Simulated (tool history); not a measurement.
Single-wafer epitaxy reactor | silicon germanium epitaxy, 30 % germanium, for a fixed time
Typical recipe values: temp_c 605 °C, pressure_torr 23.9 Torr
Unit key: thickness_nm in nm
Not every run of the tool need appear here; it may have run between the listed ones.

| run | day | temp_c | pressure_torr | wafers since the last listed run | hours since the last pyrometer calibration | hours since the last manometer calibration | hours since the showerhead was replaced | hours since the gauge calibration | read-back reference wafer on the same gauge, thickness_nm | thickness_nm |
|---|---|---|---|---|---|---|---|---|---|---|
| 1 | 0 | 605 | 23.9 | 0 | 1286 | 1767.9 | 4833.8 | 180.8 | 61.092 | 68.193 |
| 2 | 1.338 | 605 | 23.9 | 499 | 1318.1 | 1800 | 4865.9 | 212.9 | 61.116 | 68.014 |
| 3 | 1.875 | 605 | 23.9 | 200 | 1331 | 1812.9 | 4878.8 | 225.8 | 61.092 | 68.308 |
| 4 | 3.042 | 605 | 23.9 | 435 | 1359 | 1840.9 | 4906.8 | 253.8 | 61.112 | 68.157 |
| 5 | 3.671 | 605 | 23.9 | 234 | 1374.1 | 1856 | 4921.9 | 268.9 | 61.146 | 68.179 |
| 6 | 4.271 | 605 | 23.9 | 224 | 1388.5 | 1870.4 | 4936.3 | 283.3 | 61.079 | 68.068 |
| 7 | 4.829 | 605 | 23.9 | 208 | 1401.9 | 1883.8 | 4949.7 | 296.7 | 61.098 | 68.211 |
| 8 | 5.983 | 605 | 27.9 | 431 | 1429.6 | 1911.5 | 4977.4 | 324.4 | 61.103 | 70.601 |
| 9 | 8.679 | 605 | 27.9 | 1006 | 1494.3 | 1976.2 | 5042.1 | 389.1 | 61.118 | 70.632 |
|  | 8.683 | gauge calibrated |
|  | 9.421 | capacitance manometer re-zeroed and calibrated |
| 10 | 9.517 | 605 | 27.9 | 188 | 1514.4 | 2.3 | 5062.2 | 20 | 61.103 | 69.231 |
| 11 | 10.308 | 605 | 23.9 | 295 | 1533.4 | 21.3 | 5081.2 | 39 | 61.092 | 66.731 |
| 12 | 11.483 | 592 | 20.5 | 438 | 1561.6 | 49.5 | 5109.4 | 67.2 | 61.081 | 52.441 |
| 13 | 12.733 | 614 | 23.9 | 466 | 1591.6 | 79.5 | 5139.4 | 97.2 | 61.117 | 77.215 |
| 14 | 13.396 | 605 | 23.9 | 247 | 1607.5 | 95.4 | 5155.3 | 113.1 | 61.076 | 66.803 |
| 15 | 14.067 | 595 | 20.2 | 250 | 1623.6 | 111.5 | 5171.4 | 129.2 | 61.114 | 54.789 |
| 16 | 14.854 | 612 | 22.4 | 294 | 1642.5 | 130.4 | 5190.3 | 148.1 | 61.089 | 73.711 |
| 17 | 16.262 | 594 | 23.9 | 525 | 1676.3 | 164.2 | 5224.1 | 181.9 | 61.105 | 55.85 |
|  | 16.75 | pyrometer calibrated |
|  | 17.642 | showerhead replaced |
| 18 | 17.738 | 591 | 29.4 | 301 | 23.7 | 199.6 | 2.3 | 217.3 | 61.104 | 59.374 |
| 19 | 18.438 | 590 | 23.9 | 261 | 40.5 | 216.4 | 19.1 | 234.1 | 61.1 | 55.496 |
| 20 | 19.071 | 605 | 23.9 | 236 | 55.7 | 231.6 | 34.3 | 249.3 | 61.086 | 70.715 |
| 21 | 19.792 | 594 | 23.9 | 269 | 73 | 248.9 | 51.6 | 266.6 | 61.098 | 59.09 |
| 22 | 21.283 | 609 | 21.6 | 557 | 108.8 | 284.7 | 87.4 | 302.4 | 61.136 | 73.255 |
| 23 | 22.35 | 596 | 23.9 | 398 | 134.4 | 310.3 | 113 | 328 | 61.092 | 60.775 |

5 options for the next run, each taken on its own from the tool as it stands now. Forecast them:
| A | 22.367 | 605 | 27.5 | 6 | 134.8 | 310.7 | 113.4 | 328.4 | ? | ? |
| B | 22.367 | 592 | 23.9 | 6 | 134.8 | 310.7 | 113.4 | 328.4 | ? | ? |
| C | 22.367 | 619 | 22.4 | 6 | 134.8 | 310.7 | 113.4 | 328.4 | ? | ? |
| D | 22.367 | 596 | 22.2 | 6 | 134.8 | 310.7 | 113.4 | 328.4 | ? | ? |
| E | 22.367 | 594 | 27.1 | 6 | 134.8 | 310.7 | 113.4 | 328.4 | ? | ? |

| run | read-back reference wafer on the same gauge, thickness_nm | thickness_nm |
|---|---|---|
| A | 61.126 | 72.583 |
| B | 61.126 | 57.031 |
| C | 61.126 | 86.435 |
| D | 61.126 | 59.92 |
| E | 61.126 | 60.596 |
With the hidden condition removed and each run's random variation left untouched, the same runs would have given:
| run | thickness_nm |
|---|---|
| A | 73.628 |
| B | 57.878 |
| C | 87.639 |
| D | 60.801 |
| E | 61.492 |
